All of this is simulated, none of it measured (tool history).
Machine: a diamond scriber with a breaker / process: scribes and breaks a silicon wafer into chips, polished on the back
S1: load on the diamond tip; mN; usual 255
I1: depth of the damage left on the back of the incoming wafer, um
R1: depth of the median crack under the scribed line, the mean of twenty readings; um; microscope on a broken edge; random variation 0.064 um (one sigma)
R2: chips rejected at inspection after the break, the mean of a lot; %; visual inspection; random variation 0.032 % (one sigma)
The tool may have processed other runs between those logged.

run,day,S1,I1,R1,R2
1,0,315,0.05,7.6,0.52
2,0.708,315,0.02,7.57,0.51
# day 1.175: diamond tip replaced by a new one
3,1.588,315,0.02,8.02,1.05
4,2.458,273,0.01,7.06,0.6
5,3.008,255,0.03,6.77,1.67
6,4.312,255,0.04,6.66,1.77
7,5.038,255,0.01,6.6,1.78
8,6.329,255,0.03,6.55,2.28
9,7.696,185,0.05,5.02,18.5
# day 8.462: load on the tip recalibrated
10,9.096,255,0.04,6.96,0.98
11,9.662,297,0.03,7.87,0.84
12,10.225,326,0.04,8.3,1.74
13,10.833,184,0.02,5.15,15.73
# day 11.142: diamond tip replaced by a new one
14,12.25,236,0.05,6.82,1.38
15,13.258,287,0.02,7.81,0.91
16,14.554,196,0.05,5.71,7.66

Each row is a separate what-if for the run after 16, all from the same tool condition, not one after another. Results?
A,14.583,214,0.04,?,?
B,14.583,187,0.04,?,?
C,14.583,202,0.04,?,?

run,R1,R2
A,6.15,4.57
B,5.49,11.01
C,5.86,6.97
Take away the tool's hidden state, keep each run's random variation, and the runs would have read:
run,R1,R2
A,6.38,3.05
B,5.7,8.56
C,6.09,5.03

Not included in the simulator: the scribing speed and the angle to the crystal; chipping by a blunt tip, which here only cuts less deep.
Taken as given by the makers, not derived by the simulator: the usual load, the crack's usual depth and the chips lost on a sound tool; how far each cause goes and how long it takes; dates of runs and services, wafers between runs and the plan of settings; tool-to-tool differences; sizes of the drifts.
